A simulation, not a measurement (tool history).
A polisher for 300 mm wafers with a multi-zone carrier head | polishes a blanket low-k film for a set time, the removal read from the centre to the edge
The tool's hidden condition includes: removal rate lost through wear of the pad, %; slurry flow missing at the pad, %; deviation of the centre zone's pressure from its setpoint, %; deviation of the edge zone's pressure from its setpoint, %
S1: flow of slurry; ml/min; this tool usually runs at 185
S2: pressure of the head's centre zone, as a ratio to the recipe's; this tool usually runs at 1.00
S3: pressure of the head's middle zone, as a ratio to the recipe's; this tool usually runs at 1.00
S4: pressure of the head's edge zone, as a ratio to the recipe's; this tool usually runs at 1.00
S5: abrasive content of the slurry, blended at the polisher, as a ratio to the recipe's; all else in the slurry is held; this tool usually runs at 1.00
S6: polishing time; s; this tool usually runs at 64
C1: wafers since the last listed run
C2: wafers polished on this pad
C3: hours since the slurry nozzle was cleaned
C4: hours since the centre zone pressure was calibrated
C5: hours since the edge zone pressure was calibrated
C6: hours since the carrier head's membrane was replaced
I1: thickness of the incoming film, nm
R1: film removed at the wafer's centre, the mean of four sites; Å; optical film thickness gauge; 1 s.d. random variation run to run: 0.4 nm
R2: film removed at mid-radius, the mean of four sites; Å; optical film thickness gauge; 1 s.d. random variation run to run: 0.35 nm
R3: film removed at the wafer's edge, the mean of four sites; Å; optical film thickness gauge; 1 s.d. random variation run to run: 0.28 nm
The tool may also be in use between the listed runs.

run 1 day=0.000 | S1=185 S2=1.00 S3=1.05 S4=1.00 S5=1.00 S6=64 | C1=0 C2=191 C3=102.0 C4=1278.3 C5=111.2 C6=922.3 | I1=470.7 | R1=287 R2=297 R3=293
run 2 day=0.925 | S1=185 S2=1.00 S3=1.05 S4=1.00 S5=1.00 S6=64 | C1=303 C2=494 C3=124.2 C4=1300.5 C5=133.4 C6=944.5 | I1=472.1 | R1=277 R2=282 R3=276
run 3 day=2.058 | S1=185 S2=1.00 S3=1.05 S4=1.00 S5=1.00 S6=64 | C1=372 C2=867 C3=151.4 C4=1327.7 C5=160.6 C6=971.7 | I1=478.1 | R1=269 R2=273 R3=275
run 4 day=2.738 | S1=185 S2=1.00 S3=0.94 S4=1.00 S5=1.00 S6=79 | C1=223 C2=1090 C3=167.7 C4=1344.0 C5=176.9 C6=988.0 | I1=474.2 | R1=321 R2=306 R3=333
-- day=3.058 worn pad replaced by a new one
run 5 day=3.942 | S1=185 S2=1.00 S3=0.94 S4=1.00 S5=1.00 S6=79 | C1=340 C2=290 C3=196.6 C4=1372.9 C5=205.8 C6=1016.9 | I1=477.1 | R1=346 R2=328 R3=355
run 6 day=4.808 | S1=185 S2=1.00 S3=0.94 S4=1.00 S5=1.00 S6=79 | C1=284 C2=575 C3=217.4 C4=1393.7 C5=226.6 C6=1037.7 | I1=476.8 | R1=333 R2=305 R3=342
run 7 day=5.662 | S1=185 S2=1.00 S3=1.00 S4=1.00 S5=1.00 S6=64 | C1=280 C2=855 C3=237.9 C4=1414.2 C5=247.1 C6=1058.2 | I1=477.4 | R1=269 R2=258 R3=271
run 8 day=6.725 | S1=185 S2=1.00 S3=1.00 S4=1.00 S5=1.00 S6=64 | C1=348 C2=1204 C3=263.4 C4=1439.7 C5=272.6 C6=1083.7 | I1=480.7 | R1=260 R2=258 R3=263
-- day=6.938 centre zone pressure recalibrated
-- day=7.129 worn pad replaced by a new one
run 9 day=7.908 | S1=165 S2=1.00 S3=1.00 S4=1.00 S5=1.00 S6=64 | C1=306 C2=256 C3=291.8 C4=23.3 C5=301.0 C6=1112.1 | I1=481.6 | R1=262 R2=264 R3=281
run 10 day=9.238 | S1=185 S2=1.00 S3=1.00 S4=1.09 S5=1.10 S6=64 | C1=436 C2=692 C3=323.7 C4=55.2 C5=332.9 C6=1144.0 | I1=475.9 | R1=266 R2=260 R3=291
-- day=9.900 edge zone pressure recalibrated
run 11 day=10.142 | S1=185 S2=1.00 S3=1.00 S4=1.10 S5=1.00 S6=64 | C1=269 C2=962 C3=345.4 C4=76.9 C5=5.8 C6=1165.7 | I1=481.9 | R1=255 R2=247 R3=274
-- day=10.921 worn pad replaced by a new one
-- day=11.346 slurry nozzle cleaned
run 12 day=11.433 | S1=185 S2=1.00 S3=1.05 S4=1.00 S5=1.00 S6=64 | C1=355 C2=154 C3=2.1 C4=107.9 C5=36.8 C6=1196.7 | I1=483.4 | R1=287 R2=295 R3=294
-- day=11.671 carrier head's membrane replaced by a new one
run 13 day=12.017 | S1=185 S2=1.00 S3=1.00 S4=1.00 S5=1.00 S6=64 | C1=123 C2=278 C3=16.1 C4=121.9 C5=50.8 C6=8.3 | I1=473.3 | R1=284 R2=279 R3=289
run 14 day=12.529 | S1=185 S2=1.08 S3=1.00 S4=1.00 S5=1.00 S6=64 | C1=168 C2=446 C3=28.4 C4=134.2 C5=63.1 C6=20.6 | I1=479.0 | R1=295 R2=267 R3=279
run 15 day=13.842 | S1=185 S2=1.00 S3=1.00 S4=1.00 S5=1.00 S6=64 | C1=431 C2=877 C3=59.9 C4=165.7 C5=94.6 C6=52.1 | I1=479.3 | R1=261 R2=268 R3=270
-- day=14.804 worn pad replaced by a new one
run 16 day=14.825 | S1=150 S2=1.00 S3=1.00 S4=1.10 S5=1.00 S6=64 | C1=268 C2=6 C3=83.5 C4=189.3 C5=118.2 C6=75.7 | I1=475.4 | R1=282 R2=289 R3=313
run 17 day=15.471 | S1=210 S2=1.00 S3=1.00 S4=0.92 S5=1.20 S6=56 | C1=212 C2=218 C3=99.0 C4=204.8 C5=133.7 C6=91.2 | I1=485.0 | R1=268 R2=269 R3=262

Some steps in R1, run to run, broken into two amounts with sign: the step expected even without the hidden condition (settings, incoming material, random variation), and the rest, left for the hidden condition together with whatever gauge scatter is not in both the measured and the hidden-condition-free result:
Run 6 -> 7: S3 0.94 -> 1.00, S6 79 -> 64. R1 -64 Å: hidden state +4, all else -68.
Run 11 -> 12: S3 1.00 -> 1.05, S4 1.10 -> 1.00, worn pad replaced by a new one, slurry nozzle cleaned. R1 +32 Å: hidden state +39, all else -7.
